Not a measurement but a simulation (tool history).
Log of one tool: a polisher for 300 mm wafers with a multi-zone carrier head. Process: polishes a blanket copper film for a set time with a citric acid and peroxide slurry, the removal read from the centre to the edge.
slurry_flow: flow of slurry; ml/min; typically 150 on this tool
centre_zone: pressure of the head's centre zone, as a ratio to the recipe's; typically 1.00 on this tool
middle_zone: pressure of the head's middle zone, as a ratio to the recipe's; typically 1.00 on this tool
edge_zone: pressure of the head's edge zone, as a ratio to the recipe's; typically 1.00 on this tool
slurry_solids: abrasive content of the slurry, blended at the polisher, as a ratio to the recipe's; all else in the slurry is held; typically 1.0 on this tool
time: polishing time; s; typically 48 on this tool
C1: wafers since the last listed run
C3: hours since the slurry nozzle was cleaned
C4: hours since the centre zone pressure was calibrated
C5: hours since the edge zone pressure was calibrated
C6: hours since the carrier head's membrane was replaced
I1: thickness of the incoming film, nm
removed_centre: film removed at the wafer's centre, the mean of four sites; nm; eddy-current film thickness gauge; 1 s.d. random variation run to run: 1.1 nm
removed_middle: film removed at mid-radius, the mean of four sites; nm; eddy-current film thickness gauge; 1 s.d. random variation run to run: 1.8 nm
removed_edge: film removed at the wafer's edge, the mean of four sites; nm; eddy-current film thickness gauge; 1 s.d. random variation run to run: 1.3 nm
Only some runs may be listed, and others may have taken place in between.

run 1 hour=0.0 | slurry_flow=150 centre_zone=1.00 middle_zone=1.00 edge_zone=1.00 slurry_solids=1.0 time=48 | C1=0 wafers_polished_on_this_pad=436 C3=521.9 C4=397.9 C5=461.5 C6=1381.5 | I1=677.0 | removed_centre=121.2 removed_middle=125.0 removed_edge=134.2
run 2 hour=17.4 | slurry_flow=150 centre_zone=1.00 middle_zone=1.00 edge_zone=1.00 slurry_solids=1.0 time=48 | C1=258 wafers_polished_on_this_pad=694 C3=539.3 C4=415.3 C5=478.9 C6=1398.9 | I1=677.3 | removed_centre=119.8 removed_middle=123.3 removed_edge=132.5
run 3 hour=29.3 | slurry_flow=150 centre_zone=1.00 middle_zone=1.09 edge_zone=1.00 slurry_solids=1.0 time=48 | C1=176 wafers_polished_on_this_pad=870 C3=551.2 C4=427.2 C5=490.8 C6=1410.8 | I1=656.7 | removed_centre=121.5 removed_middle=131.8 removed_edge=129.9
run 4 hour=40.0 | slurry_flow=150 centre_zone=0.93 middle_zone=1.00 edge_zone=1.00 slurry_solids=1.0 time=48 | C1=158 wafers_polished_on_this_pad=1029 C3=561.9 C4=437.9 C5=501.5 C6=1421.5 | I1=674.5 | removed_centre=109.9 removed_middle=120.4 removed_edge=132.7
run 5 hour=51.4 | slurry_flow=150 centre_zone=0.93 middle_zone=1.00 edge_zone=1.00 slurry_solids=1.0 time=48 | C1=169 wafers_polished_on_this_pad=1198 C3=573.3 C4=449.3 C5=512.9 C6=1432.9 | I1=665.5 | removed_centre=110.2 removed_middle=121.4 removed_edge=130.0
-- hour=60.7 worn pad replaced by a new one
run 6 hour=94.9 | slurry_flow=150 centre_zone=0.93 middle_zone=1.00 edge_zone=1.00 slurry_solids=1.0 time=48 | C1=585 wafers_polished_on_this_pad=507 C3=616.8 C4=492.8 C5=556.4 C6=1476.4 | I1=673.4 | removed_centre=113.2 removed_middle=121.0 removed_edge=130.0
-- hour=111.4 carrier head's membrane replaced by a new one
run 7 hour=111.9 | slurry_flow=150 centre_zone=1.00 middle_zone=0.96 edge_zone=1.00 slurry_solids=1.0 time=48 | C1=177 wafers_polished_on_this_pad=685 C3=633.8 C4=509.8 C5=573.4 C6=0.5 | I1=662.4 | removed_centre=119.1 removed_middle=117.3 removed_edge=130.2
run 8 hour=121.3 | slurry_flow=150 centre_zone=1.00 middle_zone=0.96 edge_zone=1.00 slurry_solids=1.0 time=48 | C1=139 wafers_polished_on_this_pad=824 C3=643.2 C4=519.2 C5=582.8 C6=9.9 | I1=674.1 | removed_centre=117.4 removed_middle=115.9 removed_edge=127.0
run 9 hour=127.7 | slurry_flow=150 centre_zone=1.00 middle_zone=1.00 edge_zone=1.00 slurry_solids=1.0 time=40 | C1=94 wafers_polished_on_this_pad=919 C3=649.6 C4=525.6 C5=589.2 C6=16.3 | I1=666.8 | removed_centre=99.1 removed_middle=101.6 removed_edge=107.7
-- hour=131.4 slurry nozzle cleaned
-- hour=140.6 worn pad replaced by a new one
run 10 hour=141.1 | slurry_flow=150 centre_zone=1.00 middle_zone=1.00 edge_zone=1.00 slurry_solids=1.0 time=40 | C1=124 wafers_polished_on_this_pad=7 C3=9.7 C4=539.0 C5=602.6 C6=29.7 | I1=663.3 | removed_centre=118.9 removed_middle=119.5 removed_edge=122.7
run 11 hour=150.2 | slurry_flow=150 centre_zone=1.05 middle_zone=1.08 edge_zone=1.00 slurry_solids=0.7 time=52 | C1=134 wafers_polished_on_this_pad=142 C3=18.8 C4=548.1 C5=611.7 C6=38.8 | I1=664.1 | removed_centre=148.4 removed_middle=153.6 removed_edge=149.0
-- hour=158.2 edge zone pressure recalibrated
run 12 hour=165.0 | slurry_flow=150 centre_zone=1.00 middle_zone=1.00 edge_zone=1.00 slurry_solids=1.0 time=40 | C1=189 wafers_polished_on_this_pad=331 C3=33.6 C4=562.9 C5=6.8 C6=53.6 | I1=675.9 | removed_centre=111.3 removed_middle=115.0 removed_edge=119.0
run 13 hour=178.1 | slurry_flow=150 centre_zone=1.00 middle_zone=0.94 edge_zone=1.10 slurry_solids=1.0 time=48 | C1=194 wafers_polished_on_this_pad=526 C3=46.7 C4=576.0 C5=19.9 C6=66.7 | I1=661.5 | removed_centre=131.8 removed_middle=125.3 removed_edge=144.1
-- hour=180.7 centre zone pressure recalibrated
run 14 hour=194.5 | slurry_flow=135 centre_zone=1.00 middle_zone=1.07 edge_zone=1.00 slurry_solids=1.2 time=34 | C1=213 wafers_polished_on_this_pad=739 C3=63.1 C4=13.8 C5=36.3 C6=83.1 | I1=665.1 | removed_centre=95.0 removed_middle=102.3 removed_edge=99.6
-- hour=215.7 worn pad replaced by a new one
run 15 hour=216.2 | slurry_flow=150 centre_zone=1.00 middle_zone=1.06 edge_zone=1.00 slurry_solids=0.8 time=48 | C1=262 wafers_polished_on_this_pad=6 C3=84.8 C4=35.5 C5=58.0 C6=104.8 | I1=670.5 | removed_centre=132.0 removed_middle=138.8 removed_edge=139.0
run 16 hour=223.8 | slurry_flow=150 centre_zone=1.00 middle_zone=0.94 edge_zone=1.00 slurry_solids=1.2 time=48 | C1=112 wafers_polished_on_this_pad=119 C3=92.4 C4=43.1 C5=65.6 C6=112.4 | I1=661.4 | removed_centre=139.7 removed_middle=133.3 removed_edge=148.4
run 17 hour=250.5 | slurry_flow=150 centre_zone=1.00 middle_zone=1.00 edge_zone=1.00 slurry_solids=1.0 time=48 | C1=395 wafers_polished_on_this_pad=515 C3=119.1 C4=69.8 C5=92.3 C6=139.1 | I1=657.6 | removed_centre=129.9 removed_middle=131.3 removed_edge=137.7
run 18 hour=257.5 | slurry_flow=150 centre_zone=1.00 middle_zone=1.00 edge_zone=1.00 slurry_solids=1.0 time=48 | C1=103 wafers_polished_on_this_pad=619 C3=126.1 C4=76.8 C5=99.3 C6=146.1 | I1=676.6 | removed_centre=128.5 removed_middle=129.4 removed_edge=134.0
run 19 hour=265.4 | slurry_flow=150 centre_zone=1.00 middle_zone=1.00 edge_zone=1.00 slurry_solids=1.0 time=54 | C1=117 wafers_polished_on_this_pad=736 C3=134.0 C4=84.7 C5=107.2 C6=154.0 | I1=672.5 | removed_centre=144.7 removed_middle=145.2 removed_edge=151.1
run 20 hour=281.2 | slurry_flow=165 centre_zone=1.00 middle_zone=1.00 edge_zone=1.00 slurry_solids=1.0 time=61 | C1=234 wafers_polished_on_this_pad=970 C3=149.8 C4=100.5 C5=123.0 C6=169.8 | I1=667.8 | removed_centre=167.6 removed_middle=165.8 removed_edge=171.3
-- hour=288.8 worn pad replaced by a new one
run 21 hour=289.3 | slurry_flow=150 centre_zone=1.00 middle_zone=1.00 edge_zone=1.00 slurry_solids=1.0 time=40 | C1=60 wafers_polished_on_this_pad=7 C3=157.9 C4=108.6 C5=131.1 C6=177.9 | I1=677.3 | removed_centre=112.2 removed_middle=115.5 removed_edge=121.2

Each row is a separate what-if for the run after 21, all from the same tool condition, not one after another. Results?
run A hour=289.7 | slurry_flow=150 centre_zone=1.05 middle_zone=1.00 edge_zone=1.00 slurry_solids=1.0 time=48 | C1=5 wafers_polished_on_this_pad=13 C3=158.3 C4=109.0 C5=131.5 C6=178.3 | I1=665.4 | removed_centre=? removed_middle=? removed_edge=?
run B hour=289.7 | slurry_flow=135 centre_zone=1.06 middle_zone=1.00 edge_zone=1.00 slurry_solids=1.0 time=48 | C1=5 wafers_polished_on_this_pad=13 C3=158.3 C4=109.0 C5=131.5 C6=178.3 | I1=665.4 | removed_centre=? removed_middle=? removed_edge=?
run C hour=289.7 | slurry_flow=150 centre_zone=1.00 middle_zone=1.12 edge_zone=1.09 slurry_solids=1.0 time=48 | C1=5 wafers_polished_on_this_pad=13 C3=158.3 C4=109.0 C5=131.5 C6=178.3 | I1=665.4 | removed_centre=? removed_middle=? removed_edge=?
run D hour=289.7 | slurry_flow=170 centre_zone=1.00 middle_zone=1.00 edge_zone=1.00 slurry_solids=1.0 time=48 | C1=5 wafers_polished_on_this_pad=13 C3=158.3 C4=109.0 C5=131.5 C6=178.3 | I1=665.4 | removed_centre=? removed_middle=? removed_edge=?

run=A removed_centre=143.0 removed_middle=136.0 removed_edge=143.9
run=B removed_centre=140.9 removed_middle=133.0 removed_edge=141.8
run=C removed_centre=136.3 removed_middle=149.7 removed_edge=149.3
run=D removed_centre=140.0 removed_middle=139.3 removed_edge=146.4
Had the tool no hidden state, the same runs would have come out as:
run=A removed_centre=152.3 removed_middle=143.8 removed_edge=149.9
run=B removed_centre=150.8 removed_middle=141.3 removed_edge=148.1
run=C removed_centre=145.2 removed_middle=158.3 removed_edge=155.6
run=D removed_centre=148.2 removed_middle=146.6 removed_edge=152.0
